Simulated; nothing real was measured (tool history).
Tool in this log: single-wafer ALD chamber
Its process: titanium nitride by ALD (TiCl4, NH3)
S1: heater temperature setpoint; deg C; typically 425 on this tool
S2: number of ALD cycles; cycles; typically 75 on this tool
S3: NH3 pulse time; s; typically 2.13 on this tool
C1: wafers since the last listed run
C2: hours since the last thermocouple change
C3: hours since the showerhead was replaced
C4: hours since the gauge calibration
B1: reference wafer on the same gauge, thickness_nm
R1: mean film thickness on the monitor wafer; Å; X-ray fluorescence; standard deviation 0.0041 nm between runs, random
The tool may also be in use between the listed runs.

{"run": 1, "day": 0.0, "S1": 437, "S2": 75, "S3": 2.13, "C1": 0, "C2": 184.2, "C3": 3577.6, "C4": 93.0, "B1": 1.879, "R1": 16.2}
{"run": 2, "day": 1.592, "S1": 437, "S2": 75, "S3": 2.13, "C1": 102, "C2": 222.4, "C3": 3615.8, "C4": 131.2, "B1": 1.879, "R1": 16.16}
{"run": 3, "day": 3.562, "S1": 425, "S2": 82, "S3": 2.13, "C1": 127, "C2": 269.7, "C3": 3663.1, "C4": 178.5, "B1": 1.879, "R1": 17.67}
{"run": 4, "day": 8.788, "S1": 425, "S2": 82, "S3": 2.13, "C1": 338, "C2": 395.1, "C3": 3788.5, "C4": 303.9, "B1": 1.878, "R1": 17.61}
{"run": 5, "day": 11.421, "S1": 425, "S2": 82, "S3": 2.13, "C1": 170, "C2": 458.3, "C3": 3851.7, "C4": 367.1, "B1": 1.877, "R1": 17.66}
{"run": 6, "day": 13.638, "S1": 425, "S2": 75, "S3": 2.81, "C1": 143, "C2": 511.5, "C3": 3904.9, "C4": 420.3, "B1": 1.875, "R1": 16.32}
{"run": 7, "day": 15.629, "S1": 425, "S2": 75, "S3": 2.81, "C1": 128, "C2": 559.3, "C3": 3952.7, "C4": 468.1, "B1": 1.874, "R1": 16.32}
{"run": 8, "day": 17.071, "S1": 425, "S2": 75, "S3": 2.81, "C1": 93, "C2": 593.9, "C3": 3987.3, "C4": 502.7, "B1": 1.874, "R1": 16.23}
{"run": 9, "day": 18.946, "S1": 425, "S2": 75, "S3": 2.13, "C1": 121, "C2": 638.9, "C3": 4032.3, "C4": 547.7, "B1": 1.874, "R1": 16.06}
{"run": 10, "day": 21.767, "S1": 425, "S2": 75, "S3": 2.13, "C1": 182, "C2": 706.6, "C3": 4100.0, "C4": 615.4, "B1": 1.871, "R1": 16.08}
{"run": 11, "day": 23.667, "S1": 425, "S2": 75, "S3": 2.13, "C1": 122, "C2": 752.2, "C3": 4145.6, "C4": 661.0, "B1": 1.871, "R1": 16.09}
{"run": 12, "day": 24.833, "S1": 425, "S2": 75, "S3": 2.38, "C1": 75, "C2": 780.2, "C3": 4173.6, "C4": 689.0, "B1": 1.87, "R1": 16.1}
{"run": 13, "day": 26.342, "S1": 425, "S2": 75, "S3": 2.38, "C1": 97, "C2": 816.4, "C3": 4209.8, "C4": 725.2, "B1": 1.868, "R1": 16.12}
{"run": 14, "day": 27.471, "S1": 425, "S2": 75, "S3": 2.13, "C1": 73, "C2": 843.5, "C3": 4236.9, "C4": 752.3, "B1": 1.869, "R1": 16.06}
{"run": 15, "day": 29.358, "S1": 425, "S2": 75, "S3": 2.13, "C1": 122, "C2": 888.8, "C3": 4282.2, "C4": 797.6, "B1": 1.865, "R1": 16.14}
{"run": 16, "day": 31.592, "S1": 425, "S2": 75, "S3": 2.13, "C1": 144, "C2": 942.4, "C3": 4335.8, "C4": 851.2, "B1": 1.863, "R1": 16.13}
{"run": 17, "day": 33.858, "S1": 425, "S2": 88, "S3": 2.13, "C1": 146, "C2": 996.8, "C3": 4390.2, "C4": 905.6, "B1": 1.862, "R1": 18.79}
{"run": 18, "day": 36.754, "S1": 420, "S2": 75, "S3": 2.13, "C1": 187, "C2": 1066.3, "C3": 4459.7, "C4": 975.1, "B1": 1.859, "R1": 15.93}
{"run": 19, "day": 39.733, "S1": 425, "S2": 75, "S3": 2.13, "C1": 192, "C2": 1137.8, "C3": 4531.2, "C4": 1046.6, "B1": 1.855, "R1": 15.96}
{"run": 20, "day": 40.825, "S1": 418, "S2": 75, "S3": 1.81, "C1": 70, "C2": 1164.0, "C3": 4557.4, "C4": 1072.8, "B1": 1.854, "R1": 15.77}
{"run": 21, "day": 43.225, "S1": 425, "S2": 75, "S3": 2.13, "C1": 155, "C2": 1221.6, "C3": 4615.0, "C4": 1130.4, "B1": 1.852, "R1": 15.94}
{"run": 22, "day": 45.871, "S1": 425, "S2": 75, "S3": 2.35, "C1": 171, "C2": 1285.1, "C3": 4678.5, "C4": 1193.9, "B1": 1.848, "R1": 15.95}
{"run": 23, "day": 48.604, "S1": 439, "S2": 70, "S3": 1.43, "C1": 176, "C2": 1350.7, "C3": 4744.1, "C4": 1259.5, "B1": 1.844, "R1": 14.66}
{"run": 24, "day": 50.788, "S1": 425, "S2": 75, "S3": 2.13, "C1": 141, "C2": 1403.1, "C3": 4796.5, "C4": 1311.9, "B1": 1.84, "R1": 15.85}
{"run": 25, "day": 53.504, "S1": 425, "S2": 75, "S3": 2.13, "C1": 175, "C2": 1468.3, "C3": 4861.7, "C4": 1377.1, "B1": 1.837, "R1": 15.85}
{"day": 54.938, "done": "gauge calibrated"}
{"run": 26, "day": 55.738, "S1": 425, "S2": 75, "S3": 2.13, "C1": 144, "C2": 1521.9, "C3": 4915.3, "C4": 19.2, "B1": 1.89, "R1": 16.29}
{"run": 27, "day": 56.75, "S1": 416, "S2": 61, "S3": 2.91, "C1": 65, "C2": 1546.2, "C3": 4939.6, "C4": 43.5, "B1": 1.889, "R1": 13.31}
{"day": 59.121, "done": "thermocouple changed; heater temperature recalibrated"}
{"run": 28, "day": 59.142, "S1": 438, "S2": 87, "S3": 2.85, "C1": 133, "C2": 0.5, "C3": 4997.0, "C4": 100.9, "B1": 1.89, "R1": 19.06}
{"run": 29, "day": 60.129, "S1": 413, "S2": 82, "S3": 2.42, "C1": 63, "C2": 24.2, "C3": 5020.7, "C4": 124.6, "B1": 1.889, "R1": 17.79}
{"run": 30, "day": 62.933, "S1": 425, "S2": 68, "S3": 2.84, "C1": 181, "C2": 91.5, "C3": 5088.0, "C4": 191.9, "B1": 1.889, "R1": 14.87}
{"run": 31, "day": 71.829, "S1": 430, "S2": 67, "S3": 1.74, "C1": 575, "C2": 305.0, "C3": 5301.5, "C4": 405.4, "B1": 1.887, "R1": 14.37}
{"day": 72.804, "done": "showerhead replaced"}
{"run": 32, "day": 73.946, "S1": 425, "S2": 75, "S3": 2.13, "C1": 115, "C2": 355.8, "C3": 27.4, "C4": 456.2, "B1": 1.885, "R1": 16.22}
{"run": 33, "day": 76.046, "S1": 413, "S2": 66, "S3": 1.65, "C1": 135, "C2": 406.2, "C3": 77.8, "C4": 506.6, "B1": 1.883, "R1": 14.02}
{"run": 34, "day": 78.008, "S1": 425, "S2": 75, "S3": 2.13, "C1": 126, "C2": 453.3, "C3": 124.9, "C4": 553.7, "B1": 1.883, "R1": 16.17}
{"run": 35, "day": 80.258, "S1": 429, "S2": 75, "S3": 2.13, "C1": 145, "C2": 507.3, "C3": 178.9, "C4": 607.7, "B1": 1.881, "R1": 16.25}
{"run": 36, "day": 81.496, "S1": 425, "S2": 69, "S3": 2.42, "C1": 80, "C2": 537.0, "C3": 208.6, "C4": 637.4, "B1": 1.881, "R1": 14.95}
{"run": 37, "day": 88.708, "S1": 425, "S2": 75, "S3": 2.13, "C1": 466, "C2": 710.1, "C3": 381.7, "C4": 810.5, "B1": 1.876, "R1": 16.11}
{"run": 38, "day": 89.842, "S1": 416, "S2": 82, "S3": 2.13, "C1": 73, "C2": 737.3, "C3": 408.9, "C4": 837.7, "B1": 1.874, "R1": 17.56}
{"run": 39, "day": 92.154, "S1": 425, "S2": 75, "S3": 2.13, "C1": 149, "C2": 792.8, "C3": 464.4, "C4": 893.2, "B1": 1.872, "R1": 16.07}
{"run": 40, "day": 94.933, "S1": 411, "S2": 75, "S3": 2.13, "C1": 179, "C2": 859.5, "C3": 531.1, "C4": 959.9, "B1": 1.868, "R1": 16.09}

Branching from run 40: 4 alternative next runs. What would each branch give?
{"run": "A", "day": 94.958, "S1": 425, "S2": 75, "S3": 2.13, "C1": 1, "C2": 860.1, "C3": 531.7, "C4": 960.5, "B1": "?", "R1": "?"}
{"run": "B", "day": 94.958, "S1": 419, "S2": 75, "S3": 2.13, "C1": 1, "C2": 860.1, "C3": 531.7, "C4": 960.5, "B1": "?", "R1": "?"}
{"run": "C", "day": 94.958, "S1": 431, "S2": 80, "S3": 1.61, "C1": 1, "C2": 860.1, "C3": 531.7, "C4": 960.5, "B1": "?", "R1": "?"}
{"run": "D", "day": 94.958, "S1": 418, "S2": 75, "S3": 1.28, "C1": 1, "C2": 860.1, "C3": 531.7, "C4": 960.5, "B1": "?", "R1": "?"}

run=A B1=1.869 R1=16.04
run=B B1=1.869 R1=16.01
run=C B1=1.869 R1=16.93
run=D B1=1.869 R1=15.59
With no hidden state in the tool, these same runs would have given:
run=A R1=16.22
run=B R1=16.19
run=C R1=17.12
run=D R1=15.77
